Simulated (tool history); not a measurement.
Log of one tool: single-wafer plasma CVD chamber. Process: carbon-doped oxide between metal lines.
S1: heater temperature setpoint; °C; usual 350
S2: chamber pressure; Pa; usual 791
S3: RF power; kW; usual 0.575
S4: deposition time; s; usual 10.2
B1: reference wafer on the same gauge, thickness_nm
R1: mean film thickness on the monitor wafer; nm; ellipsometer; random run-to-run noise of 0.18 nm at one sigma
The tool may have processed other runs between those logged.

{"run": 1, "hour": 0.0, "S1": 350, "S2": 693, "S3": 0.575, "S4": 10.2, "B1": 67.948, "R1": 60.387}
{"run": 2, "hour": 29.2, "S1": 350, "S2": 693, "S3": 0.575, "S4": 10.2, "B1": 67.886, "R1": 60.565}
{"run": 3, "hour": 67.3, "S1": 350, "S2": 693, "S3": 0.575, "S4": 10.2, "B1": 67.871, "R1": 60.624}
{"run": 4, "hour": 108.1, "S1": 350, "S2": 791, "S3": 0.575, "S4": 10.2, "B1": 67.865, "R1": 61.376}
{"run": 5, "hour": 138.2, "S1": 350, "S2": 791, "S3": 0.575, "S4": 10.2, "B1": 67.81, "R1": 61.412}
{"run": 6, "hour": 206.6, "S1": 350, "S2": 791, "S3": 0.575, "S4": 10.2, "B1": 67.797, "R1": 61.462}
{"run": 7, "hour": 270.1, "S1": 342, "S2": 791, "S3": 0.575, "S4": 10.2, "B1": 67.732, "R1": 62.875}
{"run": 8, "hour": 302.6, "S1": 342, "S2": 791, "S3": 0.575, "S4": 10.2, "B1": 67.724, "R1": 62.837}
{"run": 9, "hour": 321.7, "S1": 350, "S2": 791, "S3": 0.575, "S4": 10.2, "B1": 67.745, "R1": 61.319}
{"run": 10, "hour": 365.0, "S1": 350, "S2": 791, "S3": 0.575, "S4": 10.2, "B1": 67.731, "R1": 60.992}
{"run": 11, "hour": 433.5, "S1": 350, "S2": 791, "S3": 0.575, "S4": 10.8, "B1": 67.709, "R1": 64.966}
{"run": 12, "hour": 488.7, "S1": 355, "S2": 711, "S3": 0.48, "S4": 8.4, "B1": 67.697, "R1": 43.411}
{"run": 13, "hour": 536.9, "S1": 346, "S2": 613, "S3": 0.69, "S4": 11.1, "B1": 67.666, "R1": 73.31}
{"run": 14, "hour": 597.3, "S1": 350, "S2": 791, "S3": 0.545, "S4": 8.2, "B1": 67.687, "R1": 47.607}
{"run": 15, "hour": 657.3, "S1": 364, "S2": 889, "S3": 0.52, "S4": 8.4, "B1": 67.647, "R1": 46.439}
{"run": 16, "hour": 698.3, "S1": 338, "S2": 791, "S3": 0.495, "S4": 12.2, "B1": 67.714, "R1": 68.091}
{"run": 17, "hour": 745.6, "S1": 350, "S2": 859, "S3": 0.545, "S4": 10.9, "B1": 67.693, "R1": 63.77}
{"run": 18, "hour": 804.9, "S1": 344, "S2": 791, "S3": 0.575, "S4": 10.2, "B1": 67.655, "R1": 62.156}
{"run": 19, "hour": 875.1, "S1": 343, "S2": 791, "S3": 0.575, "S4": 11.4, "B1": 67.621, "R1": 69.598}
{"run": 20, "hour": 904.3, "S1": 356, "S2": 609, "S3": 0.575, "S4": 10.2, "B1": 68.615, "R1": 58.703}
{"run": 21, "hour": 930.2, "S1": 359, "S2": 791, "S3": 0.495, "S4": 9.5, "B1": 68.604, "R1": 51.038}
{"run": 22, "hour": 957.8, "S1": 350, "S2": 791, "S3": 0.575, "S4": 10.9, "B1": 68.514, "R1": 66.418}
{"run": 23, "hour": 985.8, "S1": 364, "S2": 669, "S3": 0.515, "S4": 11.3, "B1": 68.457, "R1": 59.984}
{"run": 24, "hour": 1053.2, "S1": 356, "S2": 683, "S3": 0.645, "S4": 11.9, "B1": 68.382, "R1": 74.814}
{"run": 25, "hour": 1230.3, "S1": 358, "S2": 791, "S3": 0.575, "S4": 10.9, "B1": 68.163, "R1": 64.508}
{"run": 26, "hour": 1258.7, "S1": 343, "S2": 791, "S3": 0.575, "S4": 11.4, "B1": 68.106, "R1": 70.15}
{"run": 27, "hour": 1292.8, "S1": 354, "S2": 619, "S3": 0.575, "S4": 12.0, "B1": 68.112, "R1": 69.323}
{"run": 28, "hour": 1336.5, "S1": 350, "S2": 791, "S3": 0.575, "S4": 10.2, "B1": 68.058, "R1": 62.121}
{"run": 29, "hour": 1450.6, "S1": 357, "S2": 791, "S3": 0.575, "S4": 10.2, "B1": 67.959, "R1": 60.699}

Missing from the log above: 8 entries noted between runs. For each, name the pair of listed runs it sits between and say how the tool's hidden condition differs from the listed run just before to the listed run just after:
Between runs 5 and 6: RF generator calibrated (hour 206.3)
  gauge reads high (%): -0.973 -> -1.02
  measured value less the no-hidden-state value, R1: -0.604 -> -0.634 nm
Between runs 7 and 8: thermocouple changed; heater temperature recalibrated (hour 302.1)
  gauge reads high (%): -1.06 -> -1.08
  measured value less the no-hidden-state value, R1: -0.674 -> -0.685 nm
Between runs 11 and 12: capacitance manometer re-zeroed and calibrated (hour 470.9)
  gauge reads high (%): -1.14 -> -1.16
  measured value less the no-hidden-state value, R1: -0.750 -> -0.511 nm
Between runs 18 and 19: showerhead replaced (hour 821.9)
  gauge reads high (%): -1.25 -> -1.26
  measured value less the no-hidden-state value, R1: -0.785 -> -0.889 nm
Between runs 19 and 20: gauge calibrated (hour 903.5)
  gauge reads high (%): -1.26 -> 0.155
  measured value less the no-hidden-state value, R1: -0.889 -> +0.091 nm
Between runs 27 and 28: RF generator calibrated (hour 1314.6)
  gauge reads high (%): -0.586 -> -0.639
  measured value less the no-hidden-state value, R1: -0.409 -> -0.399 nm
Between runs 28 and 29: thermocouple changed; heater temperature recalibrated (hour 1348.0); capacitance manometer re-zeroed and calibrated (hour 1376.3)
  gauge reads high (%): -0.639 -> -0.756
  measured value less the no-hidden-state value, R1: -0.399 -> -0.463 nm
